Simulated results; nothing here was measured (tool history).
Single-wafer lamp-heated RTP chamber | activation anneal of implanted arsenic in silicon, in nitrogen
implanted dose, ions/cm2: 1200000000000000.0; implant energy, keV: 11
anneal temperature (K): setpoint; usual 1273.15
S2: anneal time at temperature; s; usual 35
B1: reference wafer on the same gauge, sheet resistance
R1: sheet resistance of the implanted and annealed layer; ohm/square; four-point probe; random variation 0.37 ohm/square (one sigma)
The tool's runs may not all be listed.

{"run": 1, "hour": 0.0, "anneal temperature (K)": 1273.15, "S2": 35, "B1": 118.03, "R1": 127.32}
{"run": 2, "hour": 8.8, "anneal temperature (K)": 1273.15, "S2": 35, "B1": 118.03, "R1": 127.81}
{"run": 3, "hour": 24.4, "anneal temperature (K)": 1273.15, "S2": 35, "B1": 117.97, "R1": 127.5}
{"run": 4, "hour": 38.3, "anneal temperature (K)": 1273.15, "S2": 35, "B1": 118.13, "R1": 127.39}
{"run": 5, "hour": 45.9, "anneal temperature (K)": 1273.15, "S2": 27, "B1": 117.99, "R1": 133.76}
{"run": 6, "hour": 52.1, "anneal temperature (K)": 1273.15, "S2": 27, "B1": 118.1, "R1": 134.81}
{"run": 7, "hour": 61.7, "anneal temperature (K)": 1273.15, "S2": 27, "B1": 118.09, "R1": 134.48}
{"run": 8, "hour": 71.5, "anneal temperature (K)": 1293.15, "S2": 41, "B1": 117.88, "R1": 111.55}
{"run": 9, "hour": 82.6, "anneal temperature (K)": 1293.15, "S2": 41, "B1": 117.9, "R1": 111.59}
{"run": 10, "hour": 93.1, "anneal temperature (K)": 1293.15, "S2": 41, "B1": 118.0, "R1": 111.85}
{"run": 11, "hour": 106.8, "anneal temperature (K)": 1273.15, "S2": 35, "B1": 118.11, "R1": 127.85}
{"run": 12, "hour": 115.3, "anneal temperature (K)": 1273.15, "S2": 35, "B1": 118.1, "R1": 127.32}
{"run": 13, "hour": 126.3, "anneal temperature (K)": 1273.15, "S2": 35, "B1": 117.98, "R1": 127.15}
{"run": 14, "hour": 135.2, "anneal temperature (K)": 1273.15, "S2": 35, "B1": 117.96, "R1": 127.63}
{"run": 15, "hour": 150.6, "anneal temperature (K)": 1273.15, "S2": 35, "B1": 118.04, "R1": 127.29}
{"run": 16, "hour": 156.9, "anneal temperature (K)": 1282.15, "S2": 26, "B1": 118.01, "R1": 128.24}
{"run": 17, "hour": 166.9, "anneal temperature (K)": 1273.15, "S2": 35, "B1": 118.01, "R1": 127.9}
{"run": 18, "hour": 173.7, "anneal temperature (K)": 1255.15, "S2": 18, "B1": 117.98, "R1": 159.05}
{"run": 19, "hour": 184.8, "anneal temperature (K)": 1281.15, "S2": 42, "B1": 118.05, "R1": 117.49}
{"hour": 226.2, "done": "reflector plate cleaned"}
{"run": 20, "hour": 232.6, "anneal temperature (K)": 1273.15, "S2": 35, "B1": 118.11, "R1": 127.21}
{"run": 21, "hour": 246.2, "anneal temperature (K)": 1273.15, "S2": 35, "B1": 117.88, "R1": 127.42}
{"run": 22, "hour": 253.3, "anneal temperature (K)": 1293.15, "S2": 48, "B1": 117.95, "R1": 108.83}
{"run": 23, "hour": 270.0, "anneal temperature (K)": 1282.15, "S2": 26, "B1": 118.1, "R1": 128.27}
{"run": 24, "hour": 278.4, "anneal temperature (K)": 1273.15, "S2": 35, "B1": 117.98, "R1": 127.15}
{"run": 25, "hour": 291.7, "anneal temperature (K)": 1250.15, "S2": 35, "B1": 118.05, "R1": 146.18}
{"run": 26, "hour": 304.5, "anneal temperature (K)": 1273.15, "S2": 35, "B1": 117.95, "R1": 127.31}
{"run": 27, "hour": 310.9, "anneal temperature (K)": 1246.15, "S2": 55, "B1": 118.06, "R1": 136.95}
{"run": 28, "hour": 317.0, "anneal temperature (K)": 1283.15, "S2": 54, "B1": 118.09, "R1": 111.66}
{"run": 29, "hour": 330.9, "anneal temperature (K)": 1282.15, "S2": 35, "B1": 117.96, "R1": 121.29}
{"hour": 334.7, "done": "gauge calibrated"}
{"hour": 362.6, "done": "pyrometer window cleaned and pyrometer calibrated"}
{"run": 30, "hour": 375.0, "anneal temperature (K)": 1257.15, "S2": 19, "B1": 118.0, "R1": 154.67}
{"run": 31, "hour": 392.9, "anneal temperature (K)": 1291.15, "S2": 45, "B1": 118.09, "R1": 110.58}
{"run": 32, "hour": 404.4, "anneal temperature (K)": 1252.15, "S2": 24, "B1": 118.07, "R1": 154.18}
{"run": 33, "hour": 413.5, "anneal temperature (K)": 1264.15, "S2": 20, "B1": 118.02, "R1": 148.39}
{"run": 34, "hour": 424.3, "anneal temperature (K)": 1273.15, "S2": 35, "B1": 118.12, "R1": 127.55}
{"run": 35, "hour": 438.1, "anneal temperature (K)": 1299.15, "S2": 56, "B1": 117.94, "R1": 104.62}
{"run": 36, "hour": 446.2, "anneal temperature (K)": 1263.15, "S2": 24, "B1": 118.05, "R1": 145.77}
{"run": 37, "hour": 454.0, "anneal temperature (K)": 1285.15, "S2": 24, "B1": 118.09, "R1": 127.92}
{"run": 38, "hour": 469.3, "anneal temperature (K)": 1292.15, "S2": 16, "B1": 118.01, "R1": 133.5}

3 ways to go on from here, each from the tool as it stands after run 38. What would each give?
{"run": "A", "hour": 469.7, "anneal temperature (K)": 1273.15, "S2": 35, "B1": "?", "R1": "?"}
{"run": "B", "hour": 469.7, "anneal temperature (K)": 1273.15, "S2": 42, "B1": "?", "R1": "?"}
{"run": "C", "hour": 469.7, "anneal temperature (K)": 1298.15, "S2": 45, "B1": "?", "R1": "?"}

run=A B1=117.96 R1=127.16
run=B B1=117.96 R1=122.79
run=C B1=117.96 R1=107.63
Without the tool's hidden state the same runs would have given:
run=A R1=127.16
run=B R1=122.79
run=C R1=107.63
